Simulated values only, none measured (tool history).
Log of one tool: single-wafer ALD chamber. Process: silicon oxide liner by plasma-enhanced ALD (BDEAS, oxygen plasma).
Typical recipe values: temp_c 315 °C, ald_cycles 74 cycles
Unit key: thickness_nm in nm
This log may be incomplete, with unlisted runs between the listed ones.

run,hour,temp_c,ald_cycles,wafers since the last listed run,hours since the last thermocouple change,hours since the gauge calibration,"read-back reference wafer on the same gauge, thickness_nm",thickness_nm
1,0,315,74,0,2107.7,487.3,6.728,6.392
2,104.4,323,67,407,2212.1,591.7,6.746,5.738
# hour 122.1: gauge calibrated
3,193,323,67,345,2300.7,70.9,6.665,5.681
4,249.2,315,74,219,2356.9,127.1,6.683,6.355
5,336.6,315,74,340,2444.3,214.5,6.698,6.396
# hour 371.5: thermocouple changed; heater temperature recalibrated
6,384.5,315,74,155,13,262.4,6.704,6.392
7,449.7,315,74,254,78.2,327.6,6.721,6.385
8,552.2,315,74,399,180.7,430.1,6.736,6.401
9,621.3,315,74,269,249.8,499.2,6.752,6.466
10,687.9,327,82,259,316.4,565.8,6.763,7.051
# hour 775.2: gauge calibrated
11,784.9,315,79,378,413.4,9.7,6.63,6.744
12,854.1,319,60,269,482.6,78.9,6.64,5.108
13,933.1,315,74,308,561.6,157.9,6.659,6.355
14,999.4,301,63,258,627.9,224.2,6.672,5.501
15,1044.8,304,80,177,673.3,269.6,6.68,6.962
16,1113.7,315,66,268,742.2,338.5,6.689,5.684
17,1168.6,315,70,214,797.1,393.4,6.704,6.05

Run-by-run hidden state of the tool:
wafer temperature above the value expected at the setpoint (K): 0, the same for each run
H1: gauge reads high (%)
run,H1
1,1.31
2,1.6
3,0.45
4,0.609
5,0.856
6,0.992
7,1.18
8,1.47
9,1.66
10,1.85
11,-0.145
12,0.0509
13,0.275
14,0.463
15,0.591
16,0.786
17,0.942

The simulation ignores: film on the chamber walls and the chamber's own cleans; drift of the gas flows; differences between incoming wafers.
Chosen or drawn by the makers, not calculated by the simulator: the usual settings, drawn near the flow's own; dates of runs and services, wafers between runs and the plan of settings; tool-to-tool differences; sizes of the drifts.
